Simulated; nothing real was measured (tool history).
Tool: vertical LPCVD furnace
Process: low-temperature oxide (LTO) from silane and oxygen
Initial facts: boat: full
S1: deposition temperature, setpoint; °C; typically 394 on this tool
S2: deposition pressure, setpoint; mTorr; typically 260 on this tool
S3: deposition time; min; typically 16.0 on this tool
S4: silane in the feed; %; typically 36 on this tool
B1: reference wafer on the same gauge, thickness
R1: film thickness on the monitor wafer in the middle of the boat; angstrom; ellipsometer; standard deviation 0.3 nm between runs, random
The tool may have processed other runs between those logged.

run 1 hour=0.0 | S1=394 S2=300 S3=18.5 S4=36 | B1=128.03 | R1=1891.3
run 2 hour=39.5 | S1=394 S2=300 S3=18.5 S4=36 | B1=128.01 | R1=1895.2
run 3 hour=144.7 | S1=394 S2=300 S3=18.5 S4=36 | B1=128.09 | R1=1899.6
run 4 hour=237.9 | S1=394 S2=260 S3=16.0 S4=36 | B1=128.25 | R1=1422.7
run 5 hour=324.9 | S1=394 S2=260 S3=18.5 S4=36 | B1=128.30 | R1=1645.9
run 6 hour=415.9 | S1=394 S2=260 S3=18.5 S4=36 | B1=128.41 | R1=1653.4
run 7 hour=667.5 | S1=394 S2=260 S3=16.0 S4=36 | B1=128.71 | R1=1424.8
run 8 hour=730.4 | S1=394 S2=260 S3=16.0 S4=36 | B1=128.81 | R1=1425.6
-- hour=795.2 silane flow controller replaced
run 9 hour=826.3 | S1=394 S2=260 S3=16.0 S4=36 | B1=128.91 | R1=1425.2
run 10 hour=891.8 | S1=394 S2=260 S3=16.0 S4=36 | B1=129.03 | R1=1429.0
-- hour=946.2 thermocouples replaced and temperature profile calibrated
run 11 hour=973.5 | S1=394 S2=260 S3=11.0 S4=36 | B1=129.09 | R1=980.3
run 12 hour=1060.6 | S1=394 S2=260 S3=16.0 S4=36 | B1=129.12 | R1=1433.2
run 13 hour=1150.8 | S1=386 S2=260 S3=19.0 S4=36 | B1=129.30 | R1=1542.2
run 14 hour=1217.3 | S1=404 S2=260 S3=16.0 S4=33 | B1=129.26 | R1=1430.0
run 15 hour=1301.7 | S1=394 S2=260 S3=12.5 S4=36 | B1=129.39 | R1=1117.1

What will run 16 give?
-- hour=1349.1 pressure gauge zeroed
run 16 hour=1370.6 | S1=394 S2=260 S3=11.0 S4=36 | B1=? | R1=?

Run 16 came out at B1 129.52, R1 986.7 angstrom.
Take away the tool's hidden state, keep the run-to-run variation as it was, and the same run would have given R1 967.5 angstrom.
